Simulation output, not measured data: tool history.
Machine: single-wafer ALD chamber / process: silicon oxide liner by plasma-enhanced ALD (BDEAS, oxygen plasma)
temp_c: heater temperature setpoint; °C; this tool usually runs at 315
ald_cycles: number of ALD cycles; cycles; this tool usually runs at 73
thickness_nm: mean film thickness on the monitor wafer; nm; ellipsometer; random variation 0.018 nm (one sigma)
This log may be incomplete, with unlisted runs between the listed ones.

| run | hour | temp_c | ald_cycles | wafers since the last listed run | hours since the last thermocouple change | hours since the gauge calibration | read-back reference wafer on the same gauge, thickness_nm | thickness_nm |
|---|---|---|---|---|---|---|---|---|
| 1 | 0.0 | 315 | 73 | 0 | 1196.3 | 978.3 | 7.833 | 7.090 |
| 2 | 48.5 | 322 | 69 | 262 | 1244.8 | 1026.8 | 7.829 | 6.631 |
| 3 | 104.9 | 322 | 69 | 305 | 1301.2 | 1083.2 | 7.826 | 6.614 |
| 4 | 163.1 | 303 | 73 | 314 | 1359.4 | 1141.4 | 7.829 | 7.260 |
| 5 | 246.4 | 315 | 73 | 450 | 1442.7 | 1224.7 | 7.829 | 7.132 |
| 6 | 345.3 | 315 | 73 | 535 | 1541.6 | 1323.6 | 7.833 | 7.138 |
| 7 | 418.0 | 315 | 73 | 393 | 1614.3 | 1396.3 | 7.827 | 7.104 |
|  | 454.9 | gauge calibrated |
| 8 | 484.4 | 315 | 73 | 359 | 1680.7 | 29.5 | 7.832 | 7.119 |
| 9 | 534.8 | 315 | 81 | 272 | 1731.1 | 79.9 | 7.830 | 7.873 |
| 10 | 614.8 | 315 | 73 | 432 | 1811.1 | 159.9 | 7.830 | 7.127 |
| 11 | 667.1 | 315 | 73 | 282 | 1863.4 | 212.2 | 7.829 | 7.117 |
|  | 683.0 | thermocouple changed; heater temperature recalibrated |
| 12 | 749.9 | 322 | 80 | 404 | 66.9 | 295.0 | 7.830 | 7.553 |
| 13 | 823.7 | 315 | 69 | 399 | 140.7 | 368.8 | 7.831 | 6.578 |
| 14 | 878.5 | 315 | 73 | 296 | 195.5 | 423.6 | 7.830 | 6.964 |
| 15 | 935.3 | 329 | 69 | 307 | 252.3 | 480.4 | 7.829 | 6.461 |
| 16 | 1023.0 | 304 | 63 | 474 | 340.0 | 568.1 | 7.833 | 6.113 |
|  | 1037.6 | thermocouple changed; heater temperature recalibrated, repeated, since the last time left the tool worse |
| 17 | 1124.7 | 315 | 73 | 506 | 87.1 | 669.8 | 7.833 | 7.060 |
| 18 | 1219.0 | 309 | 65 | 510 | 181.4 | 764.1 | 7.831 | 6.341 |
| 19 | 1321.2 | 302 | 73 | 552 | 283.6 | 866.3 | 7.830 | 7.236 |
| 20 | 1426.7 | 329 | 73 | 570 | 389.1 | 971.8 | 7.829 | 6.902 |
| 21 | 1479.1 | 321 | 80 | 283 | 441.5 | 1024.2 | 7.829 | 7.664 |

Consider 4 possible next runs. They are alternatives, not a sequence: every one starts from the tool as it was left by run 21. What does each give?
| A | 1479.6 | 315 | 59 | 2 | 442.0 | 1024.7 | ? | ? |
| B | 1479.6 | 327 | 61 | 2 | 442.0 | 1024.7 | ? | ? |
| C | 1479.6 | 329 | 85 | 2 | 442.0 | 1024.7 | ? | ? |
| D | 1479.6 | 301 | 73 | 2 | 442.0 | 1024.7 | ? | ? |

| run | read-back reference wafer on the same gauge, thickness_nm | thickness_nm |
|---|---|---|
| A | 7.825 | 5.700 |
| B | 7.825 | 5.779 |
| C | 7.825 | 8.026 |
| D | 7.825 | 7.254 |
With no hidden state in the tool, these same runs would have given:
| run | thickness_nm |
|---|---|
| A | 5.688 |
| B | 5.766 |
| C | 8.008 |
| D | 7.213 |
